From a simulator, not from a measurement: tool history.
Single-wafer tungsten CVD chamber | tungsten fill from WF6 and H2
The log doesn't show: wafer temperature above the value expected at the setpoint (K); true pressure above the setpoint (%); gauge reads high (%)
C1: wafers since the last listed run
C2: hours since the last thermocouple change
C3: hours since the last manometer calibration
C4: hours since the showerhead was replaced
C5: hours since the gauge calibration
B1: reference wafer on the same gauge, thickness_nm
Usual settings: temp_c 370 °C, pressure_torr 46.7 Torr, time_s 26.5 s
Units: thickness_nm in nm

run 1 day=0 | temp_c=362 pressure_torr=46.7 time_s=25.3 | C1=0 C2=892.9 C3=1148.5 C4=6318 C5=8.4 | B1=44.026 | thickness_nm=39.299
run 2 day=0.508 | temp_c=362 pressure_torr=46.7 time_s=25.3 | C1=181 C2=905.1 C3=1160.7 C4=6330.2 C5=20.6 | B1=44.019 | thickness_nm=38.891
run 3 day=1.238 | temp_c=362 pressure_torr=46.7 time_s=25.3 | C1=260 C2=922.6 C3=1178.2 C4=6347.7 C5=38.1 | B1=43.975 | thickness_nm=39.31
run 4 day=1.546 | temp_c=370 pressure_torr=46.7 time_s=26.5 | C1=110 C2=930 C3=1185.6 C4=6355.1 C5=45.5 | B1=43.976 | thickness_nm=48.058
run 5 day=2.133 | temp_c=379 pressure_torr=46.7 time_s=26.5 | C1=209 C2=944.1 C3=1199.7 C4=6369.2 C5=59.6 | B1=43.988 | thickness_nm=56.411
run 6 day=2.812 | temp_c=379 pressure_torr=46.7 time_s=26.5 | C1=242 C2=960.4 C3=1216 C4=6385.5 C5=75.9 | B1=44.011 | thickness_nm=56.898
run 7 day=3.333 | temp_c=379 pressure_torr=46.7 time_s=26.5 | C1=185 C2=972.9 C3=1228.5 C4=6398 C5=88.4 | B1=44.026 | thickness_nm=56.613
run 8 day=3.879 | temp_c=362 pressure_torr=46.7 time_s=25.3 | C1=194 C2=986 C3=1241.6 C4=6411.1 C5=101.5 | B1=43.977 | thickness_nm=38.922
-- day=4.229 thermocouple changed; heater temperature recalibrated
run 9 day=4.246 | temp_c=370 pressure_torr=42.7 time_s=21.4 | C1=11 C2=0.4 C3=1250.4 C4=6419.9 C5=110.3 | B1=43.991 | thickness_nm=34.322
-- day=4.9 gauge calibrated
-- day=5.238 showerhead replaced
-- day=5.533 thermocouple changed; heater temperature recalibrated, repeated, since the last time left the tool worse
run 10 day=5.554 | temp_c=363 pressure_torr=46.7 time_s=26.5 | C1=243 C2=0.5 C3=1281.8 C4=7.6 C5=15.7 | B1=44.018 | thickness_nm=46.327
run 11 day=5.567 | temp_c=362 pressure_torr=39.1 time_s=26.5 | C1=4 C2=0.8 C3=1282.1 C4=7.9 C5=16 | B1=43.986 | thickness_nm=41.383
run 12 day=5.6 | temp_c=355 pressure_torr=43.3 time_s=31.8 | C1=11 C2=1.6 C3=1282.9 C4=8.7 C5=16.8 | B1=43.98 | thickness_nm=45.068
-- day=6.638 capacitance manometer re-zeroed and calibrated
run 13 day=7.538 | temp_c=370 pressure_torr=46.7 time_s=26.5 | C1=572 C2=48.1 C3=21.6 C4=55.2 C5=63.3 | B1=44.011 | thickness_nm=52.33
run 14 day=8.254 | temp_c=370 pressure_torr=46.7 time_s=26.5 | C1=255 C2=65.3 C3=38.8 C4=72.4 C5=80.5 | B1=43.998 | thickness_nm=51.799
run 15 day=8.567 | temp_c=370 pressure_torr=46.7 time_s=22.9 | C1=111 C2=72.8 C3=46.3 C4=79.9 C5=88 | B1=44.014 | thickness_nm=44.792

Forecast each of these 3 alternatives for the next run:
run A day=8.583 | temp_c=380 pressure_torr=46.7 time_s=26.5 | C1=5 C2=73.2 C3=46.7 C4=80.3 C5=88.4 | B1=? | thickness_nm=?
run B day=8.583 | temp_c=370 pressure_torr=46.7 time_s=28.8 | C1=5 C2=73.2 C3=46.7 C4=80.3 C5=88.4 | B1=? | thickness_nm=?
run C day=8.583 | temp_c=380 pressure_torr=54.1 time_s=23.7 | C1=5 C2=73.2 C3=46.7 C4=80.3 C5=88.4 | B1=? | thickness_nm=?

run=A B1=43.983 thickness_nm=62.401
run=B B1=43.983 thickness_nm=56.522
run=C B1=43.983 thickness_nm=60.239
Without the tool's hidden state the same runs would have given:
run=A thickness_nm=61.968
run=B thickness_nm=56.119
run=C thickness_nm=59.821
